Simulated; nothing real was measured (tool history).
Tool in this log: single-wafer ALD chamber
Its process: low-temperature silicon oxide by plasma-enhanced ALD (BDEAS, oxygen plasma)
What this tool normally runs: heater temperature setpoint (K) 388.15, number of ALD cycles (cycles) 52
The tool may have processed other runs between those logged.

| run | hour | heater temperature setpoint (K) | number of ALD cycles (cycles) | read-back reference wafer on the same gauge, thickness_nm | mean film thickness on the monitor wafer (nm) |
|---|---|---|---|---|---|
| 1 | 0 | 388.15 | 52 | 5.69 | 6.87 |
| 2 | 13.4 | 388.15 | 52 | 5.697 | 6.87 |
| 3 | 34.9 | 388.15 | 52 | 5.692 | 6.819 |
| 4 | 119.7 | 388.15 | 46 | 5.686 | 6.037 |
| 5 | 148 | 388.15 | 46 | 5.681 | 6.034 |
| 6 | 170.9 | 388.15 | 52 | 5.68 | 6.815 |
| 7 | 196 | 388.15 | 47 | 5.675 | 6.208 |
| 8 | 222 | 388.15 | 47 | 5.672 | 6.166 |
| 9 | 254 | 388.15 | 47 | 5.669 | 6.155 |
| 10 | 268.4 | 396.15 | 45 | 5.67 | 5.79 |
| 11 | 302.1 | 396.15 | 45 | 5.661 | 5.766 |
| 12 | 323.4 | 396.15 | 45 | 5.662 | 5.805 |
| 13 | 337.7 | 388.15 | 56 | 5.657 | 7.303 |
| 14 | 373.6 | 388.15 | 56 | 5.652 | 7.345 |
| 15 | 409.1 | 388.15 | 52 | 5.65 | 6.758 |
| 16 | 424.2 | 388.15 | 52 | 5.649 | 6.772 |
| 17 | 444.7 | 388.15 | 54 | 5.644 | 7.003 |
| 18 | 460.3 | 388.15 | 54 | 5.641 | 7.062 |
| 19 | 475.8 | 388.15 | 52 | 5.64 | 6.776 |
| 20 | 488.1 | 377.15 | 62 | 5.635 | 8.273 |
| 21 | 541.5 | 375.15 | 56 | 5.63 | 7.469 |
|  | 579 | gauge calibrated |
| 22 | 594.2 | 381.15 | 52 | 5.715 | 6.95 |
| 23 | 614.9 | 388.15 | 52 | 5.711 | 6.816 |
| 24 | 629.2 | 388.15 | 52 | 5.711 | 6.85 |
| 25 | 662.9 | 399.15 | 59 | 5.715 | 7.561 |
| 26 | 691.6 | 388.15 | 47 | 5.71 | 6.18 |
|  | 710.5 | thermocouple changed; heater temperature recalibrated |
| 27 | 711 | 400.15 | 52 | 5.708 | 6.692 |
| 28 | 731.3 | 396.15 | 43 | 5.708 | 5.583 |
| 29 | 748.1 | 379.15 | 43 | 5.711 | 5.799 |
| 30 | 782.6 | 378.15 | 58 | 5.707 | 7.814 |
| 31 | 802 | 388.15 | 52 | 5.707 | 6.899 |
| 32 | 832.9 | 395.15 | 58 | 5.708 | 7.562 |
| 33 | 861.7 | 388.15 | 52 | 5.703 | 6.841 |
| 34 | 886 | 376.15 | 46 | 5.703 | 6.227 |
| 35 | 901 | 397.15 | 56 | 5.697 | 7.235 |
| 36 | 930.2 | 379.15 | 52 | 5.696 | 6.955 |

5 ways to go on from here, each from the tool as it stands after run 36. What would each give?
| A | 930.7 | 388.15 | 49 | ? | ? |
| B | 930.7 | 374.15 | 49 | ? | ? |
| C | 930.7 | 373.15 | 52 | ? | ? |
| D | 930.7 | 393.15 | 43 | ? | ? |
| E | 930.7 | 388.15 | 48 | ? | ? |

| run | read-back reference wafer on the same gauge, thickness_nm | mean film thickness on the monitor wafer (nm) |
|---|---|---|
| A | 5.699 | 6.456 |
| B | 5.699 | 6.659 |
| C | 5.699 | 7.095 |
| D | 5.699 | 5.606 |
| E | 5.699 | 6.324 |
Without the tool's hidden state the same runs would have given:
| run | mean film thickness on the monitor wafer (nm) |
|---|---|
| A | 6.457 |
| B | 6.66 |
| C | 7.097 |
| D | 5.607 |
| E | 6.326 |
